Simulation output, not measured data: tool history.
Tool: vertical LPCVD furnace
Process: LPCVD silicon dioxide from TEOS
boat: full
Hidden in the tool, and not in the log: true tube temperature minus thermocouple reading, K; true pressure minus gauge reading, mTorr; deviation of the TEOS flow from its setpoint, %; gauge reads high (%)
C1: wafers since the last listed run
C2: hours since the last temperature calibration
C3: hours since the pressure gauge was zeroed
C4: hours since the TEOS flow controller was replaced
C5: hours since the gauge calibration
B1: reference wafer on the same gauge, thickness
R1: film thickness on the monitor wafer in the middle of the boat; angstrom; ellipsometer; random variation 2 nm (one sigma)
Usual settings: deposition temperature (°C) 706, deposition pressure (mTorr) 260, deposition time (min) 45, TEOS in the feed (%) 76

run 1 day=0 | deposition_temperature_(°C)=706 deposition_pressure_(mTorr)=240 deposition_time_(min)=45 TEOS_in_the_feed_(%)=76 | C1=0 C2=3516.8 C3=1174.9 C4=5118.1 C5=552.3 | B1=353.02 | R1=3938.9
run 2 day=3.938 | deposition_temperature_(°C)=706 deposition_pressure_(mTorr)=240 deposition_time_(min)=45 TEOS_in_the_feed_(%)=76 | C1=800 C2=3611.3 C3=1269.4 C4=5212.6 C5=646.8 | B1=353.02 | R1=3951
run 3 day=5.446 | deposition_temperature_(°C)=706 deposition_pressure_(mTorr)=240 deposition_time_(min)=45 TEOS_in_the_feed_(%)=76 | C1=306 C2=3647.5 C3=1305.6 C4=5248.8 C5=683 | B1=352.42 | R1=3899
run 4 day=8.388 | deposition_temperature_(°C)=706 deposition_pressure_(mTorr)=260 deposition_time_(min)=45 TEOS_in_the_feed_(%)=76 | C1=598 C2=3718.1 C3=1376.2 C4=5319.4 C5=753.6 | B1=353.24 | R1=4094.7
-- day=9.012 gauge calibrated
run 5 day=10.262 | deposition_temperature_(°C)=706 deposition_pressure_(mTorr)=300 deposition_time_(min)=45 TEOS_in_the_feed_(%)=76 | C1=381 C2=3763.1 C3=1421.2 C4=5364.4 C5=30 | B1=352.88 | R1=4438.2
run 6 day=12.629 | deposition_temperature_(°C)=706 deposition_pressure_(mTorr)=300 deposition_time_(min)=45 TEOS_in_the_feed_(%)=76 | C1=481 C2=3819.9 C3=1478 C4=5421.2 C5=86.8 | B1=352.7 | R1=4370.7
run 7 day=20.75 | deposition_temperature_(°C)=706 deposition_pressure_(mTorr)=300 deposition_time_(min)=45 TEOS_in_the_feed_(%)=76 | C1=1651 C2=4014.8 C3=1672.9 C4=5616.1 C5=281.7 | B1=352.33 | R1=4357.5
run 8 day=24.138 | deposition_temperature_(°C)=706 deposition_pressure_(mTorr)=260 deposition_time_(min)=45 TEOS_in_the_feed_(%)=76 | C1=688 C2=4096.1 C3=1754.2 C4=5697.4 C5=363 | B1=352.11 | R1=4101.7
run 9 day=25.925 | deposition_temperature_(°C)=706 deposition_pressure_(mTorr)=260 deposition_time_(min)=45 TEOS_in_the_feed_(%)=76 | C1=363 C2=4139 C3=1797.1 C4=5740.3 C5=405.9 | B1=353.43 | R1=4072.8
-- day=28.912 TEOS flow controller replaced
run 10 day=29.1 | deposition_temperature_(°C)=706 deposition_pressure_(mTorr)=260 deposition_time_(min)=45 TEOS_in_the_feed_(%)=76 | C1=442 C2=4215.2 C3=1873.3 C4=4.5 C5=482.1 | B1=352.87 | R1=4079.5
-- day=31 pressure gauge zeroed
run 11 day=32.596 | deposition_temperature_(°C)=706 deposition_pressure_(mTorr)=260 deposition_time_(min)=45 TEOS_in_the_feed_(%)=76 | C1=507 C2=4299.1 C3=38.3 C4=88.4 C5=566 | B1=351.9 | R1=4113.3
run 12 day=36.292 | deposition_temperature_(°C)=694 deposition_pressure_(mTorr)=235 deposition_time_(min)=57.5 TEOS_in_the_feed_(%)=76 | C1=751 C2=4387.8 C3=127 C4=177.1 C5=654.7 | B1=353.12 | R1=3781.8
run 13 day=37.888 | deposition_temperature_(°C)=706 deposition_pressure_(mTorr)=260 deposition_time_(min)=45 TEOS_in_the_feed_(%)=76 | C1=324 C2=4426.1 C3=165.3 C4=215.4 C5=693 | B1=353.36 | R1=4095.9
run 14 day=39.7 | deposition_temperature_(°C)=706 deposition_pressure_(mTorr)=260 deposition_time_(min)=45 TEOS_in_the_feed_(%)=76 | C1=368 C2=4469.6 C3=208.8 C4=258.9 C5=736.5 | B1=353.36 | R1=4081.7
run 15 day=43.104 | deposition_temperature_(°C)=715 deposition_pressure_(mTorr)=260 deposition_time_(min)=45 TEOS_in_the_feed_(%)=76 | C1=692 C2=4551.3 C3=290.5 C4=340.6 C5=818.2 | B1=351.8 | R1=5046.6
-- day=44.283 gauge calibrated
-- day=46.838 thermocouples replaced and temperature profile calibrated
run 16 day=47.458 | deposition_temperature_(°C)=706 deposition_pressure_(mTorr)=220 deposition_time_(min)=28 TEOS_in_the_feed_(%)=72 | C1=682 C2=14.9 C3=395 C4=445.1 C5=76.2 | B1=353.01 | R1=2126.3
run 17 day=49.146 | deposition_temperature_(°C)=699 deposition_pressure_(mTorr)=260 deposition_time_(min)=51 TEOS_in_the_feed_(%)=69 | C1=343 C2=55.4 C3=435.5 C4=485.6 C5=116.7 | B1=352.81 | R1=3519.9
run 18 day=51.383 | deposition_temperature_(°C)=706 deposition_pressure_(mTorr)=305 deposition_time_(min)=45 TEOS_in_the_feed_(%)=76 | C1=454 C2=109.1 C3=489.2 C4=539.3 C5=170.4 | B1=352.59 | R1=4162.9
run 19 day=53.35 | deposition_temperature_(°C)=706 deposition_pressure_(mTorr)=260 deposition_time_(min)=45 TEOS_in_the_feed_(%)=76 | C1=399 C2=156.3 C3=536.4 C4=586.5 C5=217.6 | B1=352.72 | R1=3828
run 20 day=55.692 | deposition_temperature_(°C)=706 deposition_pressure_(mTorr)=260 deposition_time_(min)=34 TEOS_in_the_feed_(%)=76 | C1=476 C2=212.5 C3=592.6 C4=642.7 C5=273.8 | B1=352.71 | R1=2915.7
run 21 day=58.196 | deposition_temperature_(°C)=706 deposition_pressure_(mTorr)=260 deposition_time_(min)=56 TEOS_in_the_feed_(%)=69 | C1=509 C2=272.6 C3=652.7 C4=702.8 C5=333.9 | B1=352.46 | R1=4573.1
run 22 day=60.425 | deposition_temperature_(°C)=706 deposition_pressure_(mTorr)=260 deposition_time_(min)=45 TEOS_in_the_feed_(%)=76 | C1=453 C2=326.1 C3=706.2 C4=756.3 C5=387.4 | B1=352.41 | R1=3857

3 ways to go on from here, each from the tool as it stands after run 22. What would each give?
run A day=60.633 | deposition_temperature_(°C)=706 deposition_pressure_(mTorr)=260 deposition_time_(min)=27.5 TEOS_in_the_feed_(%)=76 | C1=42 C2=331.1 C3=711.2 C4=761.3 C5=392.4 | B1=? | R1=?
run B day=60.633 | deposition_temperature_(°C)=694 deposition_pressure_(mTorr)=260 deposition_time_(min)=45 TEOS_in_the_feed_(%)=76 | C1=42 C2=331.1 C3=711.2 C4=761.3 C5=392.4 | B1=? | R1=?
run C day=60.633 | deposition_temperature_(°C)=706 deposition_pressure_(mTorr)=210 deposition_time_(min)=45 TEOS_in_the_feed_(%)=76 | C1=42 C2=331.1 C3=711.2 C4=761.3 C5=392.4 | B1=? | R1=?

run=A B1=352.87 R1=2372.9
run=B B1=352.87 R1=2940
run=C B1=352.87 R1=3489.7
Without the tool's hidden state the same runs would have given:
run=A R1=2287.2
run=B R1=2831.1
run=C R1=3363.5

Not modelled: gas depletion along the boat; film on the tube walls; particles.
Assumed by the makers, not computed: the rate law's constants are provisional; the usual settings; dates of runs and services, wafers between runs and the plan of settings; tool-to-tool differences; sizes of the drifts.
